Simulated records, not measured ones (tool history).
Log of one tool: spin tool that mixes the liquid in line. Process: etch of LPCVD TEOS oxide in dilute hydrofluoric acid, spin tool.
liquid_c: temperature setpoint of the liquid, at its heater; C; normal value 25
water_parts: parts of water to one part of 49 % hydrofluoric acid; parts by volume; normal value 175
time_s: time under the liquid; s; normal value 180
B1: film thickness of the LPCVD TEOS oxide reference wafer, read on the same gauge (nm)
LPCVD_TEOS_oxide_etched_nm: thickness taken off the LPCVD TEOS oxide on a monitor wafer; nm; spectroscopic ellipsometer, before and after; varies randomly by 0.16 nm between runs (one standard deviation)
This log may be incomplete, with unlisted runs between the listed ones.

Run 1, hour 0: usual settings; B1 60. Result: LPCVD_TEOS_oxide_etched_nm 24.88 nm.
Run 2, hour 32.6: usual settings; B1 59.97. Result: LPCVD_TEOS_oxide_etched_nm 24.91 nm.
Run 3, hour 62.7: usual settings; B1 60. Result: LPCVD_TEOS_oxide_etched_nm 25.15 nm.
Run 4, hour 96.3: usual settings; B1 59.97. Result: LPCVD_TEOS_oxide_etched_nm 25.26 nm.
Run 5, hour 113.1: usual settings but liquid_c 27.5 C; B1 60.01. Result: LPCVD_TEOS_oxide_etched_nm 27.56 nm.
Run 6, hour 146.2: usual settings but liquid_c 27.5 C; B1 60.02. Result: LPCVD_TEOS_oxide_etched_nm 27.69 nm.
Run 7, hour 180.9: usual settings but liquid_c 27.5 C; B1 60.02. Result: LPCVD_TEOS_oxide_etched_nm 27.8 nm.
Run 8, hour 195.4: usual settings; B1 60.03. Result: LPCVD_TEOS_oxide_etched_nm 25.3 nm.
Run 9, hour 217: usual settings; B1 60.01. Result: LPCVD_TEOS_oxide_etched_nm 25.28 nm.
Run 10, hour 249.2: usual settings; B1 59.97. Result: LPCVD_TEOS_oxide_etched_nm 25.1 nm.
At hour 258.1: thermometer replaced.
Run 11, hour 267.6: usual settings; B1 60. Result: LPCVD_TEOS_oxide_etched_nm 25.61 nm.
At hour 287.2: gauge calibrated.
Run 12, hour 345.9: usual settings; B1 60.01. Result: LPCVD_TEOS_oxide_etched_nm 25.62 nm.
Run 13, hour 370.5: usual settings; B1 59.99. Result: LPCVD_TEOS_oxide_etched_nm 25.39 nm.
Run 14, hour 393.9: usual settings; B1 59.97. Result: LPCVD_TEOS_oxide_etched_nm 25.71 nm.
At hour 420.4: hydrofluoric acid flow meter replaced.
Run 15, hour 420.9: usual settings but water_parts 110 parts by volume, time_s 145 s; B1 60. Result: LPCVD_TEOS_oxide_etched_nm 32.62 nm.
Run 16, hour 454.4: usual settings but liquid_c 26.5 C, water_parts 145 parts by volume; B1 59.99. Result: LPCVD_TEOS_oxide_etched_nm 30.44 nm.
Run 17, hour 474: usual settings but liquid_c 27.5 C; B1 60. Result: LPCVD_TEOS_oxide_etched_nm 25.6 nm.
Run 18, hour 497.2: usual settings but liquid_c 30 C, water_parts 235 parts by volume; B1 59.96. Result: LPCVD_TEOS_oxide_etched_nm 19.27 nm.
Run 19, hour 531.5: usual settings; B1 60. Result: LPCVD_TEOS_oxide_etched_nm 23.4 nm.
Run 20, hour 557.2: usual settings but time_s 80 s; B1 60. Result: LPCVD_TEOS_oxide_etched_nm 10.3 nm.
Run 21, hour 589.8: usual settings; B1 59.99. Result: LPCVD_TEOS_oxide_etched_nm 23.6 nm.
Run 22, hour 616.9: usual settings but time_s 255 s; B1 60.02. Result: LPCVD_TEOS_oxide_etched_nm 33.18 nm.
Run 23, hour 631: usual settings; B1 60.02. Result: LPCVD_TEOS_oxide_etched_nm 23.62 nm.
Run 24, hour 647.8: usual settings but water_parts 140 parts by volume, time_s 240 s; B1 59.96. Result: LPCVD_TEOS_oxide_etched_nm 40.9 nm.
Run 25, hour 662.8: usual settings but time_s 125 s; B1 59.97. Result: LPCVD_TEOS_oxide_etched_nm 16.35 nm.
Run 26, hour 692.5: usual settings but liquid_c 28 C, water_parts 230 parts by volume, time_s 100 s; B1 59.98. Result: LPCVD_TEOS_oxide_etched_nm 10.52 nm.
Run 27, hour 708.8: usual settings but liquid_c 21 C, water_parts 230 parts by volume, time_s 260 s; B1 59.99. Result: LPCVD_TEOS_oxide_etched_nm 21.06 nm.
Run 28, hour 732.6: usual settings; B1 59.98. Result: LPCVD_TEOS_oxide_etched_nm 23.58 nm.

Branching from run 28: 4 alternative next runs. What would each branch give?
Run A, hour 733.1: usual settings but water_parts 235 parts by volume; B1 ?. Result: LPCVD_TEOS_oxide_etched_nm ?.
Run B, hour 733.1: usual settings but time_s 75 s; B1 ?. Result: LPCVD_TEOS_oxide_etched_nm ?.
Run C, hour 733.1: usual settings but liquid_c 28.5 C, water_parts 240 parts by volume, time_s 220 s; B1 ?. Result: LPCVD_TEOS_oxide_etched_nm ?.
Run D, hour 733.1: usual settings but liquid_c 20.5 C, water_parts 110 parts by volume, time_s 90 s; B1 ?. Result: LPCVD_TEOS_oxide_etched_nm ?.

run     B1  LPCVD_TEOS_oxide_etched_nm
  A  60.04                       16.71
  B  60.04                        9.97
  C  60.04                       22.48
  D  60.04                       17.17
With no hidden state in the tool, these same runs would have given:
run  LPCVD_TEOS_oxide_etched_nm
  A                       16.39
  B                        9.79
  C                       22.04
  D                       16.88
